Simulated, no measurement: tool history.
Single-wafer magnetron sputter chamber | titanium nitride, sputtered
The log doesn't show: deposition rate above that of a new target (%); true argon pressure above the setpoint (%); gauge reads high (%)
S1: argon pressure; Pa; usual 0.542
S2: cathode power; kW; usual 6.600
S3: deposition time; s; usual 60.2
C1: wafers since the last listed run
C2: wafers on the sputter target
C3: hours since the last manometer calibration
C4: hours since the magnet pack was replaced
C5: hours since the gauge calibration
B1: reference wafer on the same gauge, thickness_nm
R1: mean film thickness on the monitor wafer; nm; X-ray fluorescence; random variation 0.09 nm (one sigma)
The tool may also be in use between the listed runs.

run,hour,S1,S2,S3,C1,C2,C3,C4,C5,B1,R1
1,0.0,0.542,6.600,60.2,0,147,2153.2,7937.5,61.7,48.898,59.680
2,20.1,0.542,6.600,60.2,346,493,2173.3,7957.6,81.8,48.911,59.711
3,40.4,0.542,6.600,60.2,350,843,2193.6,7977.9,102.1,48.899,59.703
4,76.1,0.542,6.600,60.2,615,1459,2229.3,8013.6,137.8,48.892,59.558
5,97.4,0.542,6.600,60.2,367,1826,2250.6,8034.9,159.1,48.898,59.567
# hour 119.1: magnet pack replaced
6,131.0,0.542,6.600,69.4,441,2268,2284.2,11.9,192.7,48.895,68.443
# hour 132.5: gauge calibrated
7,146.2,0.542,6.600,69.4,262,2530,2299.4,27.1,13.7,48.899,68.517
8,172.9,0.542,6.600,70.0,460,2990,2326.1,53.8,40.4,48.894,68.816
9,197.9,0.542,6.600,69.3,431,3421,2351.1,78.8,65.4,48.902,68.265
# hour 217.0: sputter target and shields replaced
# hour 227.7: capacitance manometer re-zeroed and calibrated
10,229.4,0.600,6.600,60.2,267,75,1.7,110.3,96.9,48.915,58.432
11,254.2,0.542,6.600,60.2,427,503,26.5,135.1,121.7,48.896,59.661
12,269.8,0.542,8.200,49.3,269,772,42.1,150.7,137.3,48.890,54.740
13,285.7,0.542,6.600,60.2,274,1046,58.0,166.6,153.2,48.892,59.643
# hour 288.5: gauge calibrated
14,306.7,0.619,6.600,60.2,362,1408,79.0,187.6,18.2,48.912,57.684
15,342.2,0.542,7.050,63.7,612,2021,114.5,223.1,53.7,48.925,65.117

5 ways to go on from here, each from the tool as it stands after run 15. What would each give?
A,342.6,0.542,6.600,60.2,6,2027,114.9,223.5,54.1,?,?
B,342.6,0.439,8.000,69.9,6,2027,114.9,223.5,54.1,?,?
C,342.6,0.686,5.200,66.4,6,2027,114.9,223.5,54.1,?,?
D,342.6,0.542,8.200,63.4,6,2027,114.9,223.5,54.1,?,?
E,342.6,0.721,6.600,53.6,6,2027,114.9,223.5,54.1,?,?

run,B1,R1
A,48.909,59.436
B,48.909,79.603
C,48.909,55.327
D,48.909,70.182
E,48.909,49.276
Without the tool's hidden state the same runs would have given:
run,R1
A,59.640
B,79.877
C,55.517
D,70.424
E,49.446
